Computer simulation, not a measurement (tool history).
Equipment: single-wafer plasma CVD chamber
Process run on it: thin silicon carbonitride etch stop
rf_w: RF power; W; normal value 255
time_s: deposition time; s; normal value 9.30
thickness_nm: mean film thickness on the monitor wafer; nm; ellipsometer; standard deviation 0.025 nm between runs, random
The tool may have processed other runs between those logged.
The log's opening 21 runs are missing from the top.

run    hour  rf_w  time_s  read-back reference wafer on the same gauge, thickness_nm  thickness_nm
 22  1913.4   240    9.30                                                      4.423         5.301
 23  2229.1   280    8.04                                                      4.429         4.747
 24  2278.5   290    8.32                                                      4.421         4.949
     2316.1  -- thermocouple changed; heater temperature recalibrated
 25  2332.7   255    9.30                                                      4.426         5.371
     2505.0  -- RF generator calibrated
 26  2541.5   210    7.46                                                      4.429         4.099
 27  2616.1   255    9.30                                                      4.433         5.436
 28  2703.9   240    7.67                                                      4.431         4.353
 29  2774.1   210   10.60                                                      4.425         5.853
 30  2861.9   255    9.30                                                      4.425         5.385
 31  3123.3   300    7.77                                                      4.432         4.674
 32  3221.1   255    9.30                                                      4.437         5.331
     3278.3  -- RF generator calibrated
 33  3319.1   285    9.30                                                      4.429         5.586
 34  3391.2   255   10.34                                                      4.430         5.987
 35  3494.7   255    9.30                                                      4.423         5.371
 36  3575.2   225    9.30                                                      4.432         5.224

Alternative continuations, all from the tool just after run 36; predict every row:
  A  3575.6   255    9.30                                                          ?             ?
  B  3575.6   235    9.30                                                          ?             ?
  C  3575.6   300    7.75                                                          ?             ?

run  read-back reference wafer on the same gauge, thickness_nm  thickness_nm
  A                                                      4.441         5.398
  B                                                      4.441         5.276
  C                                                      4.441         4.711
Take away the tool's hidden state, keep each run's random variation, and the runs would have read:
run  thickness_nm
  A         5.424
  B         5.301
  C         4.733
